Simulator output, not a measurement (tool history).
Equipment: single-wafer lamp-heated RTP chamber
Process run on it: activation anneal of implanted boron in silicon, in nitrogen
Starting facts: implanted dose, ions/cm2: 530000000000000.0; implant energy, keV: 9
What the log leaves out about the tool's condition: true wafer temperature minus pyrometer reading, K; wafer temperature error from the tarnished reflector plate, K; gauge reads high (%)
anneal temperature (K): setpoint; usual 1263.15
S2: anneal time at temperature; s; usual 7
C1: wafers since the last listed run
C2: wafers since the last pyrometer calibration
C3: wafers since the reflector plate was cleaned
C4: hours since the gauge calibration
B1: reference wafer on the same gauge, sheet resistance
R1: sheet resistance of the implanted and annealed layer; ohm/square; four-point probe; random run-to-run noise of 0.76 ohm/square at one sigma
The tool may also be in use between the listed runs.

run 1 hour=0.0 | anneal_temperature_(K)=1263.15 S2=7 | C1=0 C2=266 C3=1669 C4=327.8 | B1=207.86 | R1=221.51
run 2 hour=57.3 | anneal_temperature_(K)=1263.15 S2=7 | C1=1521 C2=1787 C3=3190 C4=385.1 | B1=208.25 | R1=219.28
run 3 hour=144.5 | anneal_temperature_(K)=1263.15 S2=7 | C1=2314 C2=4102 C3=5505 C4=472.3 | B1=208.02 | R1=217.84
run 4 hour=212.8 | anneal_temperature_(K)=1263.15 S2=7 | C1=1813 C2=5915 C3=7318 C4=540.6 | B1=207.90 | R1=216.25
-- hour=231.0 pyrometer window cleaned and pyrometer calibrated
-- hour=255.5 reflector plate cleaned
run 5 hour=278.9 | anneal_temperature_(K)=1263.15 S2=7 | C1=1329 C2=1058 C3=620 C4=606.7 | B1=207.63 | R1=219.04
run 6 hour=321.7 | anneal_temperature_(K)=1263.15 S2=7 | C1=1136 C2=2194 C3=1756 C4=649.5 | B1=208.17 | R1=218.29
-- hour=406.3 gauge calibrated
run 7 hour=417.1 | anneal_temperature_(K)=1263.15 S2=7 | C1=2532 C2=4727 C3=4288 C4=10.8 | B1=208.07 | R1=217.19
-- hour=428.0 pyrometer window cleaned and pyrometer calibrated
run 8 hour=505.1 | anneal_temperature_(K)=1250.15 S2=10 | C1=2123 C2=2046 C3=6412 C4=98.8 | B1=207.92 | R1=224.39
run 9 hour=585.2 | anneal_temperature_(K)=1263.15 S2=7 | C1=2126 C2=4173 C3=8538 C4=178.9 | B1=207.82 | R1=215.30
run 10 hour=636.3 | anneal_temperature_(K)=1246.15 S2=11 | C1=1356 C2=5529 C3=9895 C4=230.0 | B1=208.07 | R1=220.24
-- hour=646.0 reflector plate cleaned
-- hour=649.1 pyrometer window cleaned and pyrometer calibrated
run 11 hour=722.1 | anneal_temperature_(K)=1291.15 S2=9 | C1=1982 C2=1937 C3=1937 C4=315.8 | B1=207.81 | R1=213.73
run 12 hour=792.0 | anneal_temperature_(K)=1286.15 S2=4 | C1=1855 C2=3793 C3=3793 C4=385.7 | B1=207.99 | R1=213.51
-- hour=882.2 pyrometer window cleaned and pyrometer calibrated
-- hour=981.0 reflector plate cleaned
run 13 hour=1031.7 | anneal_temperature_(K)=1234.15 S2=10 | C1=5938 C2=3756 C3=1345 C4=625.4 | B1=207.83 | R1=235.34
-- hour=1104.5 pyrometer window cleaned and pyrometer calibrated
run 14 hour=1120.5 | anneal_temperature_(K)=1290.15 S2=10 | C1=2144 C2=425 C3=3490 C4=714.2 | B1=207.99 | R1=213.02

What if the next run were any one of these 5? Each begins from the tool's condition after run 14:
run A hour=1120.9 | anneal_temperature_(K)=1263.15 S2=7 | C1=10 C2=435 C3=3501 C4=714.6 | B1=? | R1=?
run B hour=1120.9 | anneal_temperature_(K)=1245.15 S2=5 | C1=10 C2=435 C3=3501 C4=714.6 | B1=? | R1=?
run C hour=1120.9 | anneal_temperature_(K)=1291.15 S2=4 | C1=10 C2=435 C3=3501 C4=714.6 | B1=? | R1=?
run D hour=1120.9 | anneal_temperature_(K)=1254.15 S2=10 | C1=10 C2=435 C3=3501 C4=714.6 | B1=? | R1=?
run E hour=1120.9 | anneal_temperature_(K)=1242.15 S2=10 | C1=10 C2=435 C3=3501 C4=714.6 | B1=? | R1=?

run=A B1=207.91 R1=220.08
run=B B1=207.91 R1=235.00
run=C B1=207.91 R1=214.40
run=D B1=207.91 R1=224.32
run=E B1=207.91 R1=235.51
With the hidden condition removed and each run's random variation left untouched, the same runs would have given:
run=A R1=220.60
run=B R1=236.32
run=C R1=214.47
run=D R1=225.10
run=E R1=236.86
